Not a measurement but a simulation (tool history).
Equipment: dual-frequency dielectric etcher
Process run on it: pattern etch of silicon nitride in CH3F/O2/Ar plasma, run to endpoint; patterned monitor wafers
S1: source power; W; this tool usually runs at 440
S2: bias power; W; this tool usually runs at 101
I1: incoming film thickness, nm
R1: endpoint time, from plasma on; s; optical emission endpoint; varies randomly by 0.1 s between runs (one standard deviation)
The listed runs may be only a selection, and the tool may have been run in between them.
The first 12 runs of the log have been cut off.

| run | hour | S1 | S2 | I1 | R1 |
|---|---|---|---|---|---|
|  | 334.8 | upper electrode replaced |
| 13 | 337.2 | 440 | 101 | 29.14 | 34 |
| 14 | 353.1 | 440 | 101 | 29.34 | 34.5 |
| 15 | 378.2 | 440 | 101 | 29.19 | 34.4 |
| 16 | 407.4 | 440 | 101 | 29.22 | 34.5 |
| 17 | 430.2 | 520 | 101 | 29.27 | 32.3 |
| 18 | 444.2 | 400 | 101 | 29.22 | 35.7 |
| 19 | 462 | 440 | 101 | 29.18 | 34.6 |
| 20 | 507.7 | 440 | 101 | 29.02 | 34.3 |
| 21 | 539.3 | 350 | 93 | 29.12 | 39.5 |
| 22 | 554.1 | 440 | 101 | 29.34 | 34.7 |
| 23 | 586.8 | 410 | 86 | 29.43 | 39.2 |
| 24 | 619.4 | 390 | 87 | 29 | 39.4 |
| 25 | 644.1 | 510 | 94 | 28.95 | 33.9 |
| 26 | 665.2 | 340 | 88 | 29.24 | 41.9 |
| 27 | 690.3 | 330 | 81 | 28.77 | 43.8 |
| 28 | 718.7 | 550 | 85 | 29.24 | 35.4 |
| 29 | 732.5 | 510 | 93 | 29.02 | 34.3 |
| 30 | 746 | 400 | 80 | 29.12 | 41.4 |
| 31 | 767.2 | 340 | 116 | 29.03 | 35.8 |
| 32 | 789.5 | 510 | 90 | 28.93 | 35 |
|  | 881 | wet clean of the chamber |
| 33 | 881.5 | 510 | 119 | 28.92 | 29.3 |
| 34 | 902.9 | 360 | 80 | 29.41 | 42.8 |

Consider 4 possible next runs. They are alternatives, not a sequence: every one starts from the tool as it was left by run 34. What does each give?
| A | 903.3 | 350 | 101 | 29.45 | ? |
| B | 903.3 | 480 | 95 | 29.45 | ? |
| C | 903.3 | 370 | 114 | 29.45 | ? |
| D | 903.3 | 410 | 94 | 29.45 | ? |

| run | R1 |
|---|---|
| A | 37.8 |
| B | 34.6 |
| C | 34.6 |
| D | 37 |
What these runs would have given with no unlogged condition in the tool:
| run | R1 |
|---|---|
| A | 37.6 |
| B | 34.4 |
| C | 34.3 |
| D | 36.8 |
